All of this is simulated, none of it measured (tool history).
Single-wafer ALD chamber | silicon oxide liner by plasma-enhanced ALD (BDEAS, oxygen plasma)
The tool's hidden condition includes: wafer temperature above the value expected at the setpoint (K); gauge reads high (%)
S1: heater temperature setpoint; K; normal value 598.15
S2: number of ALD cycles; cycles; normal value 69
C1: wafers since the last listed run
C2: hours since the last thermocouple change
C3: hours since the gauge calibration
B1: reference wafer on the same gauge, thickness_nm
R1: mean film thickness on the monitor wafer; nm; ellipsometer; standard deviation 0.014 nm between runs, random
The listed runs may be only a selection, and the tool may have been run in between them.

run	hour	S1	S2	C1	C2	C3	B1	R1
1	0	598.15	69	0	988.9	656.5	6.521	5.696
# hour 52.3: gauge calibrated
2	78.1	598.15	69	549	1067	25.8	6.523	5.711
3	138.6	598.15	69	425	1127.5	86.3	6.52	5.708
4	187.9	598.15	69	346	1176.8	135.6	6.519	5.727
5	231.9	598.15	69	309	1220.8	179.6	6.521	5.717
6	286.1	598.15	69	381	1275	233.8	6.522	5.711
7	334.2	598.15	69	338	1323.1	281.9	6.52	5.739
# hour 415.9: thermocouple changed; heater temperature recalibrated
8	603.1	612.15	61	1835	187.2	550.8	6.521	4.915
# hour 671.7: gauge calibrated
9	674.9	606.15	56	505	259	3.2	6.518	4.533
10	782.1	603.15	73	754	366.2	110.4	6.516	5.933
11	828.3	598.15	76	325	412.4	156.6	6.52	6.243

What does the tool deliver on the next run?
12	919.4	598.15	69	640	503.5	247.7	?	?

B1: 6.519
R1: 5.686 nm
The same run, on a tool lacking any hidden state, would have yielded R1 5.673 nm.

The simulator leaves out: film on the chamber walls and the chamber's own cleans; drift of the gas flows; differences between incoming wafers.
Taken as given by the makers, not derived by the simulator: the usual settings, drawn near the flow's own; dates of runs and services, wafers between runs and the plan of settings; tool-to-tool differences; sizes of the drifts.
